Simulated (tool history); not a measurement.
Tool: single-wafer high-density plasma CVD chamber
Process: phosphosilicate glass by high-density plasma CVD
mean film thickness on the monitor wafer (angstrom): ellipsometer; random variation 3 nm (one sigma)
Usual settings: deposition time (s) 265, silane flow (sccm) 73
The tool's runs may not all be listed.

run	hour	deposition time (s)	silane flow (sccm)	wafers since the last listed run	hours since the silane flow controller was replaced	hours since the gauge calibration	read-back reference wafer on the same gauge, thickness_nm	mean film thickness on the monitor wafer (angstrom)
1	0.0	265	73	0	4247.3	284.9	1729.633	18577.70
2	26.8	265	73	108	4274.1	311.7	1729.838	18537.57
3	52.9	265	73	105	4300.2	337.8	1729.608	18531.69
4	88.3	265	73	143	4335.6	373.2	1729.538	18499.99
5	109.7	265	73	86	4357.0	394.6	1730.074	18524.17
6	135.1	265	67	102	4382.4	420.0	1730.385	17741.50
7	161.7	265	67	107	4409.0	446.6	1730.106	17747.09
8	178.6	230	84	68	4425.9	463.5	1729.703	17257.64
9	213.4	250	73	140	4460.7	498.3	1730.087	17438.02
10	236.1	265	83	91	4483.4	521.0	1730.237	19712.83
11	270.6	253	73	139	4517.9	555.5	1729.944	17594.91
12	290.9	253	73	82	4538.2	575.8	1729.795	17613.01
13	329.1	265	73	154	4576.4	614.0	1730.316	18448.48
14	357.8	265	73	116	4605.1	642.7	1729.637	18399.64
15	379.1	265	73	86	4626.4	664.0	1729.927	18448.87
16	404.8	265	73	103	4652.1	689.7	1730.128	18403.77
17	430.1	265	73	102	4677.4	715.0	1729.800	18492.77
18	457.8	265	73	111	4705.1	742.7	1730.442	18454.86
# hour 476.0: silane flow controller replaced
19	489.3	265	73	94	13.3	774.2	1729.908	19113.98
20	514.1	265	73	100	38.1	799.0	1729.441	19091.27
21	536.2	248	73	89	60.2	821.1	1729.339	17847.93
22	603.8	248	73	273	127.8	888.7	1730.209	17844.57
23	623.3	281	87	78	147.3	908.2	1730.056	22122.66
24	651.8	217	68	115	175.8	936.7	1730.191	15073.07
25	679.9	313	62	113	203.9	964.8	1730.164	20795.76
26	705.7	265	73	104	229.7	990.6	1729.709	19108.41
27	717.8	317	87	48	241.8	1002.7	1729.673	25092.21
28	746.9	221	68	117	270.9	1031.8	1729.800	15365.93
29	782.7	265	73	144	306.7	1067.6	1730.182	19077.88
30	805.9	265	69	93	329.9	1090.8	1730.019	18488.27
# hour 809.2: gauge calibrated
31	821.2	283	86	61	345.2	12.0	1730.569	22095.34
32	854.8	265	73	135	378.8	45.6	1729.470	19113.12
33	867.4	265	73	50	391.4	58.2	1730.341	19028.46
34	886.9	298	66	78	410.9	77.7	1730.026	20375.59
35	899.3	239	59	50	423.3	90.1	1730.263	15520.06
36	935.0	265	61	144	459.0	125.8	1729.767	17546.17
37	969.5	265	73	139	493.5	160.3	1729.639	19045.71
38	981.7	307	67	49	505.7	172.5	1730.097	21215.75
39	997.7	306	63	64	521.7	188.5	1729.880	20550.19
40	1017.7	265	73	80	541.7	208.5	1730.227	19071.51
41	1052.6	282	84	141	576.6	243.4	1729.784	21903.89
42	1064.7	283	86	48	588.7	255.5	1729.683	22168.38
43	1092.8	265	73	113	616.8	283.6	1729.560	19059.86
44	1121.5	229	85	116	645.5	312.3	1730.390	17833.10
45	1145.2	265	73	95	669.2	336.0	1730.506	19007.95

5 ways to go on from here, each from the tool as it stands after run 45. What would each give?
A	1145.7	265	78	2	669.7	336.5	?	?
B	1145.7	265	60	2	669.7	336.5	?	?
C	1145.7	287	79	2	669.7	336.5	?	?
D	1145.7	295	65	2	669.7	336.5	?	?
E	1145.7	234	63	2	669.7	336.5	?	?

run	read-back reference wafer on the same gauge, thickness_nm	mean film thickness on the monitor wafer (angstrom)
A	1729.990	19682.11
B	1729.990	17335.90
C	1729.990	21457.26
D	1729.990	20023.96
E	1729.990	15653.22
Without the tool's hidden state the same runs would have given:
run	mean film thickness on the monitor wafer (angstrom)
A	19641.37
B	17300.01
C	21412.84
D	19982.51
E	15620.81
